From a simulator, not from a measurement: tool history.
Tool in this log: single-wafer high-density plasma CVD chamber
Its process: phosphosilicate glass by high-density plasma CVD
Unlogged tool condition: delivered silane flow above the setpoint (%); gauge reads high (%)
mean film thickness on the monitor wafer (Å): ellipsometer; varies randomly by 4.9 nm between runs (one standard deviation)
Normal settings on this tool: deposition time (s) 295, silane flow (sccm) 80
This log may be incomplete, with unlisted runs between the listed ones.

| run | hour | deposition time (s) | silane flow (sccm) | wafers since the last listed run | hours since the silane flow controller was replaced | hours since the gauge calibration | read-back reference wafer on the same gauge, thickness_nm | mean film thickness on the monitor wafer (Å) |
|---|---|---|---|---|---|---|---|---|
| 1 | 0 | 295 | 80 | 0 | 3446.9 | 447.8 | 2829.7 | 24591.37 |
| 2 | 17.7 | 295 | 80 | 81 | 3464.6 | 465.5 | 2830.67 | 24651.14 |
| 3 | 35.2 | 295 | 80 | 81 | 3482.1 | 483 | 2832.074 | 24576.47 |
|  | 36.2 | gauge calibrated |
| 4 | 58.2 | 295 | 80 | 106 | 3505.1 | 22 | 2796.929 | 24370.47 |
| 5 | 152 | 295 | 80 | 434 | 3598.9 | 115.8 | 2806.755 | 24537.17 |
| 6 | 172.5 | 295 | 80 | 94 | 3619.4 | 136.3 | 2808.832 | 24471.28 |
| 7 | 203.2 | 295 | 80 | 142 | 3650.1 | 167 | 2811.028 | 24466.34 |
| 8 | 224.2 | 295 | 80 | 97 | 3671.1 | 188 | 2813.043 | 24447.51 |
| 9 | 246 | 295 | 80 | 100 | 3692.9 | 209.8 | 2815.475 | 24475.81 |
| 10 | 265 | 295 | 80 | 88 | 3711.9 | 228.8 | 2817.902 | 24555.94 |
| 11 | 286.7 | 295 | 80 | 100 | 3733.6 | 250.5 | 2820.754 | 24627.67 |
| 12 | 320.2 | 295 | 80 | 155 | 3767.1 | 284 | 2823.722 | 24604.01 |
| 13 | 345.8 | 295 | 80 | 118 | 3792.7 | 309.6 | 2826.593 | 24552.15 |
| 14 | 365.7 | 295 | 80 | 92 | 3812.6 | 329.5 | 2828.653 | 24717.59 |
| 15 | 382.6 | 295 | 80 | 78 | 3829.5 | 346.4 | 2830.229 | 24639.73 |
| 16 | 414.9 | 257 | 89 | 149 | 3861.8 | 378.7 | 2832.537 | 24010.56 |
| 17 | 428.9 | 319 | 76 | 64 | 3875.8 | 392.7 | 2833.9 | 25352.48 |
| 18 | 453.5 | 295 | 73 | 113 | 3900.4 | 417.3 | 2837.505 | 22560.71 |
| 19 | 469 | 336 | 92 | 71 | 3915.9 | 432.8 | 2838.874 | 32399.18 |
|  | 484.1 | gauge calibrated |
|  | 487.8 | silane flow controller replaced |
| 20 | 490.9 | 269 | 80 | 64 | 3.1 | 6.8 | 2794.237 | 22169.62 |
| 21 | 518 | 295 | 80 | 125 | 30.2 | 33.9 | 2795.959 | 24424.49 |
| 22 | 531.7 | 243 | 67 | 63 | 43.9 | 47.6 | 2796.879 | 16832.67 |
| 23 | 563.4 | 271 | 86 | 146 | 75.6 | 79.3 | 2800.361 | 24082.54 |
| 24 | 582.7 | 295 | 80 | 89 | 94.9 | 98.6 | 2802.037 | 24331.3 |
| 25 | 608.7 | 263 | 91 | 120 | 120.9 | 124.6 | 2806.047 | 24756.19 |
| 26 | 637.1 | 336 | 75 | 131 | 149.3 | 153 | 2808.358 | 26113.4 |
| 27 | 663.4 | 335 | 80 | 121 | 175.6 | 179.3 | 2810.267 | 27783.23 |
| 28 | 679.9 | 341 | 90 | 76 | 192.1 | 195.8 | 2811.715 | 31855.82 |
| 29 | 706.5 | 345 | 87 | 123 | 218.7 | 222.4 | 2815.274 | 31127.62 |
| 30 | 726.7 | 295 | 80 | 93 | 238.9 | 242.6 | 2817.067 | 24538.71 |

Alternative continuations, all from the tool just after run 30; predict every row:
| A | 727.2 | 295 | 80 | 2 | 239.4 | 243.1 | ? | ? |
| B | 727.2 | 295 | 66 | 2 | 239.4 | 243.1 | ? | ? |
| C | 727.2 | 248 | 73 | 2 | 239.4 | 243.1 | ? | ? |
| D | 727.2 | 266 | 94 | 2 | 239.4 | 243.1 | ? | ? |

| run | read-back reference wafer on the same gauge, thickness_nm | mean film thickness on the monitor wafer (Å) |
|---|---|---|
| A | 2816.882 | 24503.44 |
| B | 2816.882 | 20215.34 |
| C | 2816.882 | 18797.05 |
| D | 2816.882 | 25961.19 |
With no hidden state in the tool, these same runs would have given:
| run | mean film thickness on the monitor wafer (Å) |
|---|---|
| A | 24268.11 |
| B | 20021.19 |
| C | 18616.52 |
| D | 25711.85 |
